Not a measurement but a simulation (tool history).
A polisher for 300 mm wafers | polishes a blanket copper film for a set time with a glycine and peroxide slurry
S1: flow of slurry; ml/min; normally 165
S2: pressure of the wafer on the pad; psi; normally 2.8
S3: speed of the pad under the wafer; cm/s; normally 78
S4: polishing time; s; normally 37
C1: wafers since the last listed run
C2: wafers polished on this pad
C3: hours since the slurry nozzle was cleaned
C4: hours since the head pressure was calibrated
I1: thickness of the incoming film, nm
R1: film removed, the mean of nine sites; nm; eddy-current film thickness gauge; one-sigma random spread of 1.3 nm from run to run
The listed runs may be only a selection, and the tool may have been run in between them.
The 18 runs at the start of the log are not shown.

run,hour,S1,S2,S3,S4,C1,C2,C3,C4,I1,R1
# hour 416.4: worn pad replaced by a new one
# hour 435: slurry nozzle cleaned
19,446.2,165,2.8,78,37,665,445,11.2,53.7,1690,193
20,481,125,3.1,102,47,538,984,46,88.5,1692.4,300.7
21,495.3,165,3.4,94,37,221,1205,60.3,102.8,1707.7,251.5
22,521.2,205,2.8,92,37,400,1606,86.2,128.7,1695.7,219.8
23,553.2,165,2.8,50,30,495,2101,118.2,160.7,1683.3,107.6
# hour 568.5: worn pad replaced by a new one
24,580.5,165,3.2,62,44,360,185,145.5,188,1671.9,197.4
25,602.4,165,2.8,78,37,338,524,167.4,209.9,1706.3,181.2
26,636.5,165,2.8,78,37,527,1051,201.5,244,1682.8,180.4
27,653.9,165,2.8,78,49,269,1320,218.9,261.4,1705.3,235.3
28,682.8,145,2.8,78,37,447,1768,247.8,290.3,1669.4,170.5
29,703.1,205,2.8,92,37,314,2082,268.1,310.6,1687.5,209.5
# hour 708.2: worn pad replaced by a new one
30,724.3,165,3.7,78,37,266,248,289.3,331.8,1704.9,211.1
31,753.7,165,2.8,78,37,454,703,318.7,361.2,1688.7,169.2
32,767.4,165,2.8,78,37,211,915,332.4,374.9,1684.2,171.3

Here are 3 independent what-if runs from the current tool condition. What would each one return?
A,767.8,165,2.2,78,37,6,921,332.8,375.3,1678.7,?
B,767.8,120,2.8,66,37,6,921,332.8,375.3,1678.7,?
C,767.8,225,2.3,78,37,6,921,332.8,375.3,1678.7,?

run,R1
A,144.5
B,135.7
C,158.8
Take away the tool's hidden state, keep each run's random variation, and the runs would have read:
run,R1
A,164.1
B,158.4
C,176.8
